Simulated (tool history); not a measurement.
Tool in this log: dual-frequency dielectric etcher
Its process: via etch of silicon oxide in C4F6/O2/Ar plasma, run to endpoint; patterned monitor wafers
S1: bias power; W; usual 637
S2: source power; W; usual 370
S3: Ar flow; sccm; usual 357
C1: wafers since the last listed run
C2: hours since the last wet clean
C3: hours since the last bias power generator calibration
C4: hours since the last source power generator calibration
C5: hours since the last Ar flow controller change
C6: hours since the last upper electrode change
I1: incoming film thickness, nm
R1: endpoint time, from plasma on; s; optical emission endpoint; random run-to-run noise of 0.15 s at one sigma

| run | hour | S1 | S2 | S3 | C1 | C2 | C3 | C4 | C5 | C6 | I1 | R1 |
|---|---|---|---|---|---|---|---|---|---|---|---|---|
| 1 | 0.0 | 637 | 370 | 357 | 0 | 331.5 | 3437.5 | 1884.2 | 4106.1 | 3085.9 | 109.7 | 23.1 |
| 2 | 96.6 | 637 | 370 | 357 | 825 | 428.1 | 3534.1 | 1980.8 | 4202.7 | 3182.5 | 109.2 | 22.9 |
|  | 169.2 | wet clean of the chamber |
| 3 | 169.7 | 637 | 370 | 357 | 419 | 0.5 | 3607.2 | 2053.9 | 4275.8 | 3255.6 | 111.2 | 22.9 |
| 4 | 247.7 | 637 | 370 | 357 | 666 | 78.5 | 3685.2 | 2131.9 | 4353.8 | 3333.6 | 109.3 | 22.4 |
| 5 | 295.3 | 637 | 370 | 357 | 406 | 126.1 | 3732.8 | 2179.5 | 4401.4 | 3381.2 | 110.0 | 22.9 |
|  | 349.6 | upper electrode replaced |
| 6 | 371.2 | 637 | 370 | 357 | 443 | 202.0 | 3808.7 | 2255.4 | 4477.3 | 21.6 | 109.3 | 22.5 |
|  | 377.7 | Ar flow controller replaced |
|  | 387.5 | bias power generator calibrated |
| 7 | 446.3 | 637 | 370 | 357 | 556 | 277.1 | 58.8 | 2330.5 | 68.6 | 96.7 | 110.5 | 23.1 |
| 8 | 520.1 | 554 | 310 | 438 | 630 | 350.9 | 132.6 | 2404.3 | 142.4 | 170.5 | 110.6 | 28.1 |
| 9 | 583.7 | 591 | 310 | 357 | 543 | 414.5 | 196.2 | 2467.9 | 206.0 | 234.1 | 110.2 | 26.5 |
| 10 | 623.0 | 549 | 290 | 442 | 335 | 453.8 | 235.5 | 2507.2 | 245.3 | 273.4 | 111.0 | 29.4 |
|  | 659.4 | wet clean of the chamber |
|  | 670.4 | source power generator calibrated |
| 11 | 697.0 | 637 | 370 | 357 | 392 | 37.6 | 309.5 | 26.6 | 319.3 | 347.4 | 109.3 | 22.5 |
| 12 | 769.8 | 637 | 370 | 357 | 621 | 110.4 | 382.3 | 99.4 | 392.1 | 420.2 | 109.1 | 22.5 |
| 13 | 856.2 | 720 | 370 | 434 | 738 | 196.8 | 468.7 | 185.8 | 478.5 | 506.6 | 110.6 | 22.2 |
| 14 | 941.5 | 526 | 330 | 300 | 728 | 282.1 | 554.0 | 271.1 | 563.8 | 591.9 | 109.2 | 26.5 |

What if the next run were any one of these 5? Each begins from the tool's condition after run 14:
| A | 941.9 | 637 | 370 | 357 | 3 | 282.5 | 554.4 | 271.5 | 564.2 | 592.3 | 109.4 | ? |
| B | 941.9 | 696 | 330 | 280 | 3 | 282.5 | 554.4 | 271.5 | 564.2 | 592.3 | 109.4 | ? |
| C | 941.9 | 714 | 320 | 285 | 3 | 282.5 | 554.4 | 271.5 | 564.2 | 592.3 | 109.4 | ? |
| D | 941.9 | 769 | 300 | 435 | 3 | 282.5 | 554.4 | 271.5 | 564.2 | 592.3 | 109.4 | ? |
| E | 941.9 | 685 | 310 | 357 | 3 | 282.5 | 554.4 | 271.5 | 564.2 | 592.3 | 109.4 | ? |

| run | R1 |
|---|---|
| A | 23.0 |
| B | 21.8 |
| C | 21.8 |
| D | 23.1 |
| E | 23.6 |
With no hidden state in the tool, these same runs would have given:
| run | R1 |
|---|---|
| A | 22.4 |
| B | 21.2 |
| C | 21.2 |
| D | 22.4 |
| E | 23.0 |
